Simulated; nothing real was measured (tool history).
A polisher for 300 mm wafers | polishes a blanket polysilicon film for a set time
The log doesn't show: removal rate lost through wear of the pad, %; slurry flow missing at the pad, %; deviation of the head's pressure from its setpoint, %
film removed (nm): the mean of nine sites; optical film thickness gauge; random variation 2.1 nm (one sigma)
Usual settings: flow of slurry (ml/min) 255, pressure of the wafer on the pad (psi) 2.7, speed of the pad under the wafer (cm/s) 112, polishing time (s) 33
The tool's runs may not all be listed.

run	hour	flow of slurry (ml/min)	pressure of the wafer on the pad (psi)	speed of the pad under the wafer (cm/s)	polishing time (s)	wafers since the last listed run	wafers polished on this pad	hours since the slurry nozzle was cleaned	hours since the head pressure was calibrated	incoming thickness of the incoming film, nm	film removed (nm)
1	0	255	2.7	104	33	0	37	181.7	770.7	2353.1	230.1
2	7	255	2.7	104	33	84	122	188.7	777.7	2403.7	224.1
3	17.6	255	2.7	112	40	127	249	199.3	788.3	2379.9	287.9
4	27.3	255	2.7	112	40	116	366	209	798	2386.4	291.5
5	40.4	255	2.7	112	40	157	523	222.1	811.1	2432.1	290.3
6	51.5	255	2.7	112	24	133	656	233.2	822.2	2434	175.1
7	58.2	255	2.7	112	24	80	737	239.9	828.9	2435	173.4
# hour 64.5: worn pad replaced by a new one
8	72.4	255	2.7	112	24	122	95	254.1	843.1	2387.9	173
9	79.1	255	2.7	112	33	80	175	260.8	849.8	2368.6	236.4
10	85.8	255	2.7	112	33	80	256	267.5	856.5	2398.4	236.1
# hour 86.8: slurry nozzle cleaned
11	97.7	220	2.7	112	33	131	387	10.9	868.4	2407.5	232.2
12	109.9	255	2.7	112	33	146	533	23.1	880.6	2401.7	234
# hour 120.4: worn pad replaced by a new one, of another model than before
13	122.1	175	2.7	112	33	98	20	35.3	892.8	2351	226.7
14	139.1	320	2.7	112	33	204	224	52.3	909.8	2341.3	242.7
15	150.3	225	2.7	112	23	134	359	63.5	921	2413.1	165.4
16	159.3	325	3.4	112	33	108	467	72.5	930	2380.2	287.8
# hour 165.3: head pressure recalibrated
# hour 188.1: worn pad replaced by a new one
17	194.4	345	2.3	130	33	349	75	107.6	29.1	2414.7	267.2
18	205.5	175	3.4	112	36	133	208	118.7	40.2	2411.5	313.4
19	213.9	255	2.7	112	33	100	309	127.1	48.6	2424.8	258.6
20	224.3	200	2.9	112	44	125	434	137.5	59	2372.7	347.8
21	237.2	255	2.5	112	33	155	589	150.4	71.9	2400.7	246.8
# hour 247.4: worn pad replaced by a new one
22	247.9	255	2.7	112	33	80	6	161.1	82.6	2421.4	259.2

4 ways to go on from here, each from the tool as it stands after run 22. What would each give?
A	248.3	255	1.9	112	33	4	11	161.5	83	2373.6	?
B	248.3	255	2.7	102	33	4	11	161.5	83	2373.6	?
C	248.3	190	3.1	78	41	4	11	161.5	83	2373.6	?
D	248.3	255	2.7	112	28	4	11	161.5	83	2373.6	?

run	film removed (nm)
A	208.9
B	242.6
C	270
D	219
Without the tool's hidden state the same runs would have given:
run	film removed (nm)
A	212.7
B	247.1
C	274.9
D	223
